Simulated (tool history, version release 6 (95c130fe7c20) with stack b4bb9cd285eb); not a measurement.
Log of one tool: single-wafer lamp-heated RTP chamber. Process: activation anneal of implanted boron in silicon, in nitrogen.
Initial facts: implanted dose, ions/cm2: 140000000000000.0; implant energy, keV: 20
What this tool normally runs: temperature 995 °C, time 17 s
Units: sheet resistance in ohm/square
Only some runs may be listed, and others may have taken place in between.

| run | hour | temperature | time | wafers since the last listed run | wafers since the last pyrometer calibration | wafers since the reflector plate was cleaned | hours since the gauge calibration | read-back reference wafer on the same gauge, sheet resistance | sheet resistance |
|---|---|---|---|---|---|---|---|---|---|
| 1 | 0.0 | 995 | 17 | 0 | 271 | 150 | 734.4 | 628.49 | 632.85 |
| 2 | 45.9 | 995 | 17 | 496 | 768 | 647 | 780.3 | 628.57 | 631.57 |
| 3 | 116.0 | 995 | 17 | 758 | 1526 | 1405 | 850.4 | 628.93 | 633.56 |
| 4 | 185.4 | 995 | 17 | 751 | 2278 | 2156 | 919.8 | 629.58 | 634.02 |
| 5 | 255.3 | 979 | 10 | 756 | 3034 | 2913 | 989.7 | 630.04 | 640.56 |
|  | 320.5 | pyrometer window cleaned and pyrometer calibrated |
| 6 | 372.9 | 995 | 17 | 1186 | 566 | 4099 | 1107.3 | 629.92 | 635.73 |
| 7 | 450.6 | 995 | 17 | 840 | 1407 | 4940 | 1185.0 | 630.46 | 634.60 |
| 8 | 526.5 | 995 | 17 | 821 | 2229 | 5762 | 1260.9 | 631.05 | 635.20 |
| 9 | 604.0 | 980 | 14 | 838 | 3068 | 6601 | 1338.4 | 631.23 | 640.41 |
| 10 | 666.0 | 995 | 17 | 671 | 3739 | 7272 | 1400.4 | 631.57 | 635.03 |
|  | 675.5 | pyrometer window cleaned and pyrometer calibrated |
|  | 701.3 | gauge calibrated |
| 11 | 724.5 | 995 | 17 | 546 | 530 | 7818 | 23.2 | 625.12 | 630.05 |
| 12 | 798.2 | 995 | 17 | 797 | 1328 | 8616 | 96.9 | 624.95 | 628.48 |
| 13 | 888.5 | 1006 | 25 | 977 | 2305 | 9593 | 187.2 | 625.86 | 626.17 |
| 14 | 933.7 | 995 | 17 | 489 | 2794 | 10082 | 232.4 | 625.72 | 629.93 |
|  | 975.9 | pyrometer window cleaned and pyrometer calibrated |
| 15 | 1013.6 | 967 | 11 | 778 | 407 | 10861 | 312.3 | 626.20 | 646.87 |
| 16 | 1060.5 | 995 | 17 | 507 | 915 | 11368 | 359.2 | 626.52 | 628.89 |
|  | 1077.4 | reflector plate cleaned |
| 17 | 1129.7 | 995 | 8 | 662 | 1577 | 566 | 428.4 | 626.88 | 632.32 |
| 18 | 1213.6 | 995 | 17 | 908 | 2485 | 1474 | 512.3 | 627.42 | 629.44 |
| 19 | 1281.3 | 1016 | 7 | 732 | 3218 | 2206 | 580.0 | 627.63 | 630.10 |
|  | 1340.5 | pyrometer window cleaned and pyrometer calibrated |
| 20 | 1364.4 | 1019 | 9 | 812 | 259 | 3019 | 663.1 | 628.27 | 631.24 |
| 21 | 1455.2 | 973 | 21 | 982 | 1241 | 4002 | 753.9 | 628.49 | 640.94 |
| 22 | 1522.3 | 985 | 17 | 726 | 1968 | 4728 | 821.0 | 629.02 | 636.73 |
| 23 | 1581.2 | 1014 | 24 | 637 | 2605 | 5366 | 879.9 | 629.06 | 630.72 |
| 24 | 1664.5 | 1007 | 11 | 901 | 3507 | 6267 | 963.2 | 629.43 | 631.98 |

Branching from run 24: 3 alternative next runs. What would each branch give?
| A | 1664.9 | 995 | 17 | 4 | 3511 | 6272 | 963.6 | ? | ? |
| B | 1664.9 | 974 | 11 | 4 | 3511 | 6272 | 963.6 | ? | ? |
| C | 1664.9 | 1013 | 21 | 4 | 3511 | 6272 | 963.6 | ? | ? |

| run | read-back reference wafer on the same gauge, sheet resistance | sheet resistance |
|---|---|---|
| A | 629.68 | 634.14 |
| B | 629.68 | 645.15 |
| C | 629.68 | 631.40 |
With no hidden state in the tool, these same runs would have given:
| run | sheet resistance |
|---|---|
| A | 628.65 |
| B | 639.57 |
| C | 625.94 |
